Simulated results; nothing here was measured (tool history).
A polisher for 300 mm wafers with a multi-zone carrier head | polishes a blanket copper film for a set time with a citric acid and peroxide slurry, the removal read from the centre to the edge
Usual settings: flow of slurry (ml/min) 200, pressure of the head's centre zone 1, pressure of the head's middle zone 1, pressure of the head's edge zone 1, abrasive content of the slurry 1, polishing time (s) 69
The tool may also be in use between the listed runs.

| run | hour | flow of slurry (ml/min) | pressure of the head's centre zone | pressure of the head's middle zone | pressure of the head's edge zone | abrasive content of the slurry | polishing time (s) | wafers since the last listed run | wafers polished on this pad | hours since the slurry nozzle was cleaned | hours since the centre zone pressure was calibrated | hours since the edge zone pressure was calibrated | hours since the carrier head's membrane was replaced | incoming thickness of the incoming film, nm | film removed at the wafer's centre (Å) | film removed at mid-radius (Å) | film removed at the wafer's edge (Å) |
|---|---|---|---|---|---|---|---|---|---|---|---|---|---|---|---|---|---|
| 1 | 0 | 200 | 1.07 | 1 | 1 | 1 | 69 | 0 | 366 | 423.2 | 387.6 | 213.5 | 480.1 | 1156.5 | 2680 | 2613 | 2603 |
| 2 | 60.9 | 200 | 1.07 | 1 | 1 | 1 | 69 | 511 | 878 | 484.1 | 448.5 | 274.4 | 541 | 1158.4 | 2614 | 2583 | 2586 |
|  | 104.2 | centre zone pressure recalibrated |
|  | 118.3 | slurry nozzle cleaned |
| 3 | 121 | 200 | 0.92 | 1 | 1 | 1 | 69 | 479 | 1358 | 2.7 | 16.8 | 334.5 | 601.1 | 1136.2 | 2322 | 2616 | 2600 |
| 4 | 187.8 | 200 | 0.92 | 1 | 1 | 1 | 69 | 561 | 1919 | 69.5 | 83.6 | 401.3 | 667.9 | 1154 | 2255 | 2560 | 2531 |
| 5 | 256.1 | 200 | 1 | 1 | 1.08 | 1 | 69 | 573 | 2493 | 137.8 | 151.9 | 469.6 | 736.2 | 1131 | 2361 | 2463 | 2559 |
| 6 | 281.6 | 200 | 1 | 1 | 1 | 1 | 69 | 214 | 2707 | 163.3 | 177.4 | 495.1 | 761.7 | 1142.1 | 2361 | 2455 | 2427 |
|  | 326.5 | carrier head's membrane replaced by a new one |
| 7 | 327 | 175 | 1 | 1 | 1 | 1 | 86 | 339 | 3047 | 208.7 | 222.8 | 540.5 | 0.5 | 1157 | 2760 | 2953 | 2941 |
|  | 334.7 | worn pad replaced by a new one |
| 8 | 508.9 | 200 | 1 | 1 | 1 | 1 | 58 | 1494 | 1463 | 390.6 | 404.7 | 722.4 | 182.4 | 1136.8 | 2091 | 2192 | 2157 |
|  | 546 | slurry nozzle cleaned |
| 9 | 573.5 | 200 | 0.96 | 1 | 1 | 0.8 | 45 | 534 | 1997 | 27.5 | 469.3 | 787 | 247 | 1141.3 | 1451 | 1561 | 1567 |
|  | 601.8 | centre zone pressure recalibrated |
| 10 | 635.4 | 220 | 1 | 1 | 1 | 1 | 69 | 503 | 2501 | 89.4 | 33.6 | 848.9 | 308.9 | 1142.3 | 2417 | 2587 | 2508 |
| 11 | 676.5 | 200 | 1 | 1 | 1 | 1 | 57 | 345 | 2846 | 130.5 | 74.7 | 890 | 350 | 1130.3 | 1929 | 2015 | 1995 |
| 12 | 702.4 | 250 | 1 | 0.91 | 1 | 1 | 69 | 217 | 3064 | 156.4 | 100.6 | 915.9 | 375.9 | 1135.8 | 2393 | 2273 | 2458 |
|  | 734.6 | worn pad replaced by a new one |
| 13 | 764 | 200 | 0.9 | 0.91 | 1 | 1.1 | 92 | 484 | 246 | 218 | 162.2 | 977.5 | 437.5 | 1152.7 | 3172 | 3465 | 3605 |
|  | 794.6 | edge zone pressure recalibrated |
| 14 | 816.4 | 200 | 1 | 1 | 1 | 1 | 45 | 423 | 670 | 270.4 | 214.6 | 21.8 | 489.9 | 1135.5 | 1639 | 1696 | 1701 |
| 15 | 868 | 200 | 1 | 1 | 1 | 1.1 | 69 | 433 | 1104 | 322 | 266.2 | 73.4 | 541.5 | 1139.4 | 2556 | 2739 | 2661 |
|  | 969.5 | slurry nozzle cleaned |
| 16 | 1044.8 | 200 | 1 | 1 | 1 | 1 | 69 | 1477 | 2581 | 75.3 | 443 | 250.2 | 718.3 | 1131.5 | 2384 | 2503 | 2451 |
|  | 1069.3 | worn pad replaced by a new one |
| 17 | 1075.2 | 200 | 1 | 1 | 1 | 1 | 69 | 221 | 49 | 105.7 | 473.4 | 280.6 | 748.7 | 1150.9 | 2522 | 2696 | 2653 |
|  | 1082.6 | centre zone pressure recalibrated |
|  | 1087.3 | carrier head's membrane replaced by a new one |
| 18 | 1137 | 235 | 1 | 1 | 1 | 1 | 62 | 463 | 512 | 167.5 | 54.4 | 342.4 | 49.7 | 1116.3 | 2353 | 2478 | 2400 |
| 19 | 1192 | 200 | 1 | 1 | 1 | 1 | 57 | 462 | 974 | 222.5 | 109.4 | 397.4 | 104.7 | 1132.2 | 2112 | 2187 | 2170 |
| 20 | 1220.6 | 200 | 1 | 1 | 1 | 1 | 69 | 240 | 1214 | 251.1 | 138 | 426 | 133.3 | 1122.4 | 2458 | 2686 | 2623 |

Some steps in film removed at the wafer's centre (Å) between neighbouring runs. How much of each would the tool show without its hidden state too (settings, what came in, random variation), and how much is left for the hidden state, with any gauge scatter that isn't in both results?
The hidden state here: removal rate lost through wear of the pad, %; slurry flow missing at the pad, %; deviation of the centre zone's pressure from its setpoint, %; deviation of the edge zone's pressure from its setpoint, %.
Run 7 -> 8: flow of slurry (ml/min) 175 -> 200, polishing time (s) 86 -> 58, worn pad replaced by a new one. film removed at the wafer's centre (Å) -669: hidden state +274, all else -943.
Run 9 -> 10: flow of slurry (ml/min) 200 -> 220, pressure of the head's centre zone 0.96 -> 1, abrasive content of the slurry 0.8 -> 1, polishing time (s) 45 -> 69, centre zone pressure recalibrated. film removed at the wafer's centre (Å) +966: hidden state -103, all else +1069.
Run 12 -> 13: flow of slurry (ml/min) 250 -> 200, pressure of the head's centre zone 1 -> 0.9, abrasive content of the slurry 1 -> 1.1, polishing time (s) 69 -> 92, worn pad replaced by a new one. film removed at the wafer's centre (Å) +779: hidden state +221, all else +558.
Run 13 -> 14: pressure of the head's centre zone 0.9 -> 1, pressure of the head's middle zone 0.91 -> 1, abrasive content of the slurry 1.1 -> 1, polishing time (s) 92 -> 45, edge zone pressure recalibrated. film removed at the wafer's centre (Å) -1533: hidden state +7, all else -1540.

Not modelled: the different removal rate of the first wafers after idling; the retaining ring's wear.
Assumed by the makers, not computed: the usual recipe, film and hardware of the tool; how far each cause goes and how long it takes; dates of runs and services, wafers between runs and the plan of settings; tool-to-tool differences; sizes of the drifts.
